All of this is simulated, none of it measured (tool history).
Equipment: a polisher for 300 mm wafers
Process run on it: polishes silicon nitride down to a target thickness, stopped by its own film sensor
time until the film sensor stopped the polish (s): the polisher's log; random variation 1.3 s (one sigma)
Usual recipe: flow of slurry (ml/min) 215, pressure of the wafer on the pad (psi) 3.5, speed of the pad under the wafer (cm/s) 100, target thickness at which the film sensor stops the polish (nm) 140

run   hour  flow of slurry (ml/min)  pressure of the wafer on the pad (psi)  speed of the pad under the wafer (cm/s)  target thickness at which the film sensor stops the polish (nm)  wafers since the last listed run  wafers polished on this pad  hours since the slurry nozzle was cleaned  hours since the head pressure was calibrated  incoming thickness of the incoming film, nm  time until the film sensor stopped the polish (s)
  1      0                      215                                     3.5                                      100                                                              140                                 0                           29                                      455.6                                         209.5                                        338.3                                              108.8
      14.6  -- slurry nozzle cleaned
  2   21.3                      215                                     3.5                                      100                                                              140                               248                          277                                        6.7                                         230.8                                        343.6                                              110.1
  3   43.4                      215                                     3.5                                      100                                                              140                               270                          547                                       28.8                                         252.9                                        332.5                                              105.5
  4   62.8                      215                                     3.5                                      100                                                              140                               237                          785                                       48.2                                         272.3                                        339.3                                              108.7
  5   86.8                      215                                     3.5                                      100                                                              140                               293                         1078                                       72.2                                         296.3                                        342.1                                              109.9
  6  109.5                      215                                     3.5                                      100                                                              140                               277                         1356                                       94.9                                           319                                        341.4                                              114.3
     131.1  -- head pressure recalibrated
  7    143                      215                                     3.5                                      100                                                              140                               385                         1741                                      128.4                                          11.9                                        340.2                                                116
  8  156.8                      215                                     3.5                                      100                                                              116                               168                         1910                                      142.2                                          25.7                                          339                                              128.9
  9  170.2                      185                                     3.5                                      100                                                              108                               163                         2074                                      155.6                                          39.1                                        338.5                                                135
 10    188                      185                                     3.5                                      100                                                              108                               217                         2292                                      173.4                                          56.9                                        340.2                                              143.1
       208  -- worn pad replaced by a new one, of another model than before
 11  213.5                      215                                     3.5                                       74                                                              140                               263                           67                                      198.9                                          82.4                                        339.8                                              148.8
 12  233.9                      215                                     3.5                                       72                                                              140                               249                          317                                      219.3                                         102.8                                        334.7                                                153
 13  249.4                      215                                     3.5                                       72                                                              140                               189                          506                                      234.8                                         118.3                                        335.8                                              147.1
 14  275.9                      215                                     3.5                                       72                                                              140                               324                          831                                      261.3                                         144.8                                        340.8                                                154
 15  297.1                      215                                     3.5                                      100                                                              140                               259                         1090                                      282.5                                           166                                        340.3                                              112.5
 16  315.3                      215                                     3.5                                      100                                                              140                               222                         1313                                      300.7                                         184.2                                        338.1                                              112.1
 17  333.8                      240                                     3.5                                      100                                                              140                               226                         1539                                      319.2                                         202.7                                        336.7                                              108.9
 18  397.4                      215                                       4                                      100                                                              140                               778                         2317                                      382.8                                         266.3                                        339.1                                                105
 19  417.8                      215                                     3.5                                      134                                                              196                               249                         2567                                      403.2                                         286.7                                        339.1                                               67.4
       432  -- worn pad replaced by a new one
 20  453.3                      215                                     3.5                                      100                                                              140                               385                          261                                      438.7                                         322.2                                          344                                              111.4
     471.8  -- head pressure recalibrated
 21  534.5                      250                                     3.5                                      100                                                              107                               969                         1230                                      519.9                                          62.7                                        335.5                                              124.7
 22  561.9                      275                                     3.5                                      100                                                               98                               335                         1565                                      547.3                                          90.1                                        334.9                                              129.5
     585.5  -- slurry nozzle cleaned
 23  585.9                      215                                     3.5                                      100                                                              140                               281                         1846                                        0.4                                         114.1                                        333.1                                              110.1
 24  607.8                      260                                     2.3                                      130                                                              194                               267                         2114                                       22.3                                           136                                        340.7                                               97.2
 25  632.8                      285                                     3.5                                      100                                                              194                               305                         2420                                       47.3                                           161                                        344.2                                               88.1
 26  652.8                      185                                     3.5                                      100                                                              108                               244                         2665                                       67.3                                           181                                        340.4                                              150.3
     681.1  -- worn pad replaced by a new one
 27  681.6                      195                                     3.5                                       68                                                              113                               303                            6                                       96.1                                         209.8                                        338.4                                              187.3
 28  709.6                      255                                     4.4                                      100                                                              140                               342                          349                                      124.1                                         237.8                                        340.9                                               83.9
 29    736                      285                                     3.5                                       74                                                               90                               323                          672                                      150.5                                         264.2                                        343.5                                                179
     756.8  -- head pressure recalibrated
 30  770.9                      215                                     2.5                                      100                                                              140                               402                         1074                                      185.4                                          14.1                                        337.5                                              152.7

Run 31 comes next. What will it give?
 31  791.7                      285                                     2.7                                      100                                                               77                               254                         1329                                      206.2                                          34.9                                        341.4                                                  ?

{"run 31": {"time until the film sensor stopped the polish (s)": 187.7}}
Take away the tool's hidden state, keep the run-to-run variation as it was, and the same run would have given time until the film sensor stopped the polish (s) 181.4.

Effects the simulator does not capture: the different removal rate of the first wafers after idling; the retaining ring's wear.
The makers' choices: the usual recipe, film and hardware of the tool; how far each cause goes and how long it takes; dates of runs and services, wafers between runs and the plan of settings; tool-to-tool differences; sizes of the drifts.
